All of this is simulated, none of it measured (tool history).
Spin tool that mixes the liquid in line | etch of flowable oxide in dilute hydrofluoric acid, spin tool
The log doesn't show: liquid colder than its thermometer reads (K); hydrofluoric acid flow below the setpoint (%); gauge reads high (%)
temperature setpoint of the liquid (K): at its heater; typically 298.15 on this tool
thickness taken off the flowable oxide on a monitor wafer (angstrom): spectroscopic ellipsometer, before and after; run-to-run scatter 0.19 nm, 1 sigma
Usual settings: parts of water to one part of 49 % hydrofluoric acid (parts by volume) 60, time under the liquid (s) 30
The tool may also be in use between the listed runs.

run	hour	temperature setpoint of the liquid (K)	parts of water to one part of 49 % hydrofluoric acid (parts by volume)	time under the liquid (s)	wafers since the last listed run	hours since the thermometer was replaced	hours since the hydrofluoric acid flow meter was replaced	hours since the gauge calibration	read-back film thickness of the flowable oxide reference wafer, read on the same gauge (nm)	thickness taken off the flowable oxide on a monitor wafer (angstrom)
1	0.0	298.15	60	45	0	664.2	1231.9	305.8	110.02	440.2
2	9.4	298.15	60	30	142	673.6	1241.3	315.2	109.99	291.8
3	20.7	298.15	60	30	171	684.9	1252.6	326.5	109.99	290.6
4	30.7	298.15	60	30	151	694.9	1262.6	336.5	110.03	290.0
5	45.8	298.15	50	30	228	710.0	1277.7	351.6	109.97	351.5
6	63.6	298.15	50	30	269	727.8	1295.5	369.4	110.02	354.7
7	77.6	298.15	75	30	212	741.8	1309.5	383.4	110.03	225.4
8	92.9	298.15	75	30	231	757.1	1324.8	398.7	110.06	223.3
9	102.6	298.15	60	30	146	766.8	1334.5	408.4	110.06	286.8
10	111.7	298.15	60	30	137	775.9	1343.6	417.5	109.98	288.3
11	122.4	298.15	60	30	162	786.6	1354.3	428.2	109.99	288.9
12	140.3	298.15	60	30	271	804.5	1372.2	446.1	110.04	286.8
# hour 150.7: thermometer replaced
13	151.5	298.15	60	15	154	0.8	1383.4	457.3	110.00	150.4
14	161.8	298.15	60	30	156	11.1	1393.7	467.6	109.98	299.2
15	170.9	298.15	60	30	137	20.2	1402.8	476.7	110.02	300.5
16	186.0	298.15	60	30	228	35.3	1417.9	491.8	109.99	296.8
# hour 195.4: gauge calibrated
17	198.9	298.15	60	35	195	48.2	1430.8	3.5	109.98	347.9
18	205.2	298.15	35	15	95	54.5	1437.1	9.8	110.04	262.6
19	221.5	295.15	35	15	246	70.8	1453.4	26.1	110.01	233.5
20	229.2	298.15	60	30	116	78.5	1461.1	33.8	110.01	297.8
21	243.7	300.15	70	30	219	93.0	1475.6	48.3	109.98	270.7
22	259.4	298.15	60	30	237	108.7	1491.3	64.0	109.99	296.2
23	271.7	298.15	75	15	186	121.0	1503.6	76.3	110.01	116.5
24	288.6	298.15	35	15	255	137.9	1520.5	93.2	110.02	261.8
# hour 300.4: hydrofluoric acid flow meter replaced
25	331.4	301.65	60	20	633	180.7	31.0	136.0	110.03	250.8
26	345.3	298.15	60	30	210	194.6	44.9	149.9	110.01	322.7
27	353.4	298.15	35	30	122	202.7	53.0	158.0	110.01	578.5
28	364.9	298.15	60	30	174	214.2	64.5	169.5	109.98	324.6
29	382.8	302.15	60	30	271	232.1	82.4	187.4	109.98	376.4
30	389.0	299.65	90	20	93	238.3	88.6	193.6	109.97	147.4
31	396.9	300.15	60	30	119	246.2	96.5	201.5	110.00	349.2
32	413.6	296.15	40	15	252	262.9	113.2	218.2	110.01	227.9
33	427.4	298.15	35	20	209	276.7	127.0	232.0	110.01	382.2

The tool's hidden state at each run:
gauge reads high (%): 0, the same for each run
H1: liquid colder than its thermometer reads (K)
H2: hydrofluoric acid flow below the setpoint (%)
run	H1	H2
1	1.01	7.84
2	1.02	7.89
3	1.04	7.96
4	1.05	8.01
5	1.07	8.09
6	1.1	8.19
7	1.12	8.26
8	1.15	8.35
9	1.16	8.4
10	1.17	8.45
11	1.19	8.51
12	1.22	8.6
13	0.0976	8.67
14	0.113	8.72
15	0.127	8.77
16	0.15	8.85
17	0.169	8.92
18	0.179	8.96
19	0.203	9.05
20	0.215	9.09
21	0.237	9.17
22	0.261	9.25
23	0.279	9.32
24	0.305	9.41
25	0.369	0.436
26	0.39	0.511
27	0.403	0.555
28	0.42	0.618
29	0.447	0.715
30	0.456	0.749
31	0.468	0.791
32	0.493	0.882
33	0.514	0.957

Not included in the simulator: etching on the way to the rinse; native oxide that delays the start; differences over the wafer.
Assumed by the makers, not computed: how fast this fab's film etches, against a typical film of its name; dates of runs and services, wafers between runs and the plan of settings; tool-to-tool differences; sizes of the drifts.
